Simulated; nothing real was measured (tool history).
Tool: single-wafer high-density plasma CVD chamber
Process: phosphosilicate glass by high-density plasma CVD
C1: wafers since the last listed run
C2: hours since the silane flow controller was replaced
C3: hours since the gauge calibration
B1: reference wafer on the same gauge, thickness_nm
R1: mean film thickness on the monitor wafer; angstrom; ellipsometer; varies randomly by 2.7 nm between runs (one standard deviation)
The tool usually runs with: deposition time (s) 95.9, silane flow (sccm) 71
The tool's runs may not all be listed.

{"run": 1, "hour": 0.0, "deposition time (s)": 109.9, "silane flow (sccm)": 64, "C1": 0, "C2": 3522.8, "C3": 192.4, "B1": 779.513, "R1": 7732.88}
{"run": 2, "hour": 16.8, "deposition time (s)": 109.9, "silane flow (sccm)": 64, "C1": 253, "C2": 3539.6, "C3": 209.2, "B1": 780.592, "R1": 7775.54}
{"run": 3, "hour": 31.0, "deposition time (s)": 109.9, "silane flow (sccm)": 64, "C1": 214, "C2": 3553.8, "C3": 223.4, "B1": 779.287, "R1": 7803.39}
{"run": 4, "hour": 46.7, "deposition time (s)": 95.9, "silane flow (sccm)": 71, "C1": 237, "C2": 3569.5, "C3": 239.1, "B1": 779.389, "R1": 7516.91}
{"run": 5, "hour": 62.3, "deposition time (s)": 95.9, "silane flow (sccm)": 71, "C1": 235, "C2": 3585.1, "C3": 254.7, "B1": 780.502, "R1": 7539.43}
{"run": 6, "hour": 73.0, "deposition time (s)": 100.9, "silane flow (sccm)": 78, "C1": 161, "C2": 3595.8, "C3": 265.4, "B1": 780.333, "R1": 8773.74}
{"run": 7, "hour": 88.5, "deposition time (s)": 100.9, "silane flow (sccm)": 78, "C1": 234, "C2": 3611.3, "C3": 280.9, "B1": 780.06, "R1": 8742.82}
{"run": 8, "hour": 96.3, "deposition time (s)": 95.9, "silane flow (sccm)": 71, "C1": 117, "C2": 3619.1, "C3": 288.7, "B1": 779.766, "R1": 7527.51}
{"run": 9, "hour": 103.3, "deposition time (s)": 95.9, "silane flow (sccm)": 71, "C1": 105, "C2": 3626.1, "C3": 295.7, "B1": 780.135, "R1": 7515.47}
{"run": 10, "hour": 119.3, "deposition time (s)": 95.9, "silane flow (sccm)": 71, "C1": 241, "C2": 3642.1, "C3": 311.7, "B1": 779.795, "R1": 7528.73}
{"run": 11, "hour": 133.9, "deposition time (s)": 95.9, "silane flow (sccm)": 71, "C1": 220, "C2": 3656.7, "C3": 326.3, "B1": 779.681, "R1": 7550.04}
{"run": 12, "hour": 147.3, "deposition time (s)": 95.9, "silane flow (sccm)": 71, "C1": 202, "C2": 3670.1, "C3": 339.7, "B1": 779.242, "R1": 7529.61}
{"run": 13, "hour": 153.8, "deposition time (s)": 95.9, "silane flow (sccm)": 71, "C1": 98, "C2": 3676.6, "C3": 346.2, "B1": 780.282, "R1": 7573.64}
{"hour": 172.1, "done": "silane flow controller replaced"}
{"run": 14, "hour": 172.6, "deposition time (s)": 102.6, "silane flow (sccm)": 63, "C1": 163, "C2": 0.5, "C3": 365.0, "B1": 779.408, "R1": 7213.48}
{"run": 15, "hour": 186.5, "deposition time (s)": 102.6, "silane flow (sccm)": 63, "C1": 209, "C2": 14.4, "C3": 378.9, "B1": 779.822, "R1": 7169.74}
{"run": 16, "hour": 233.9, "deposition time (s)": 104.6, "silane flow (sccm)": 71, "C1": 716, "C2": 61.8, "C3": 426.3, "B1": 780.228, "R1": 8198.53}
{"run": 17, "hour": 247.7, "deposition time (s)": 104.6, "silane flow (sccm)": 71, "C1": 208, "C2": 75.6, "C3": 440.1, "B1": 780.317, "R1": 8225.55}
{"run": 18, "hour": 263.6, "deposition time (s)": 76.8, "silane flow (sccm)": 76, "C1": 240, "C2": 91.5, "C3": 456.0, "B1": 780.641, "R1": 6452.5}
{"run": 19, "hour": 276.4, "deposition time (s)": 105.6, "silane flow (sccm)": 71, "C1": 193, "C2": 104.3, "C3": 468.8, "B1": 779.998, "R1": 8308.4}
{"run": 20, "hour": 285.5, "deposition time (s)": 95.9, "silane flow (sccm)": 71, "C1": 137, "C2": 113.4, "C3": 477.9, "B1": 779.758, "R1": 7549.85}
{"run": 21, "hour": 296.2, "deposition time (s)": 107.6, "silane flow (sccm)": 65, "C1": 161, "C2": 124.1, "C3": 488.6, "B1": 779.873, "R1": 7756.01}
{"run": 22, "hour": 302.6, "deposition time (s)": 106.5, "silane flow (sccm)": 83, "C1": 96, "C2": 130.5, "C3": 495.0, "B1": 779.589, "R1": 9811.47}
{"run": 23, "hour": 310.5, "deposition time (s)": 95.9, "silane flow (sccm)": 71, "C1": 119, "C2": 138.4, "C3": 502.9, "B1": 779.655, "R1": 7580.18}
{"run": 24, "hour": 325.7, "deposition time (s)": 95.9, "silane flow (sccm)": 71, "C1": 229, "C2": 153.6, "C3": 518.1, "B1": 780.132, "R1": 7551.49}
{"run": 25, "hour": 336.6, "deposition time (s)": 89.2, "silane flow (sccm)": 62, "C1": 164, "C2": 164.5, "C3": 529.0, "B1": 779.323, "R1": 6161.86}
{"hour": 339.7, "done": "gauge calibrated"}
{"run": 26, "hour": 351.1, "deposition time (s)": 95.9, "silane flow (sccm)": 71, "C1": 219, "C2": 179.0, "C3": 11.4, "B1": 780.141, "R1": 7554.6}
{"run": 27, "hour": 360.0, "deposition time (s)": 81.2, "silane flow (sccm)": 61, "C1": 134, "C2": 187.9, "C3": 20.3, "B1": 779.852, "R1": 5459.86}
{"run": 28, "hour": 369.2, "deposition time (s)": 105.6, "silane flow (sccm)": 71, "C1": 138, "C2": 197.1, "C3": 29.5, "B1": 779.421, "R1": 8350.6}
{"run": 29, "hour": 375.5, "deposition time (s)": 103.9, "silane flow (sccm)": 62, "C1": 95, "C2": 203.4, "C3": 35.8, "B1": 780.29, "R1": 7092.35}
{"run": 30, "hour": 385.2, "deposition time (s)": 101.7, "silane flow (sccm)": 67, "C1": 146, "C2": 213.1, "C3": 45.5, "B1": 780.055, "R1": 7524.73}
{"run": 31, "hour": 394.8, "deposition time (s)": 113.0, "silane flow (sccm)": 71, "C1": 145, "C2": 222.7, "C3": 55.1, "B1": 779.756, "R1": 8890.84}
{"run": 32, "hour": 402.0, "deposition time (s)": 88.4, "silane flow (sccm)": 83, "C1": 108, "C2": 229.9, "C3": 62.3, "B1": 780.044, "R1": 8141.55}
{"run": 33, "hour": 414.7, "deposition time (s)": 95.9, "silane flow (sccm)": 71, "C1": 191, "C2": 242.6, "C3": 75.0, "B1": 780.183, "R1": 7518.86}
{"run": 34, "hour": 421.5, "deposition time (s)": 105.0, "silane flow (sccm)": 83, "C1": 102, "C2": 249.4, "C3": 81.8, "B1": 780.218, "R1": 9607.79}
{"run": 35, "hour": 436.2, "deposition time (s)": 95.9, "silane flow (sccm)": 71, "C1": 222, "C2": 264.1, "C3": 96.5, "B1": 779.952, "R1": 7508.6}

List, for all runs, the conditions of the tool that the log does not record:
delivered silane flow above the setpoint (%): 0 in every run
gauge reads high (%): 0 in every run
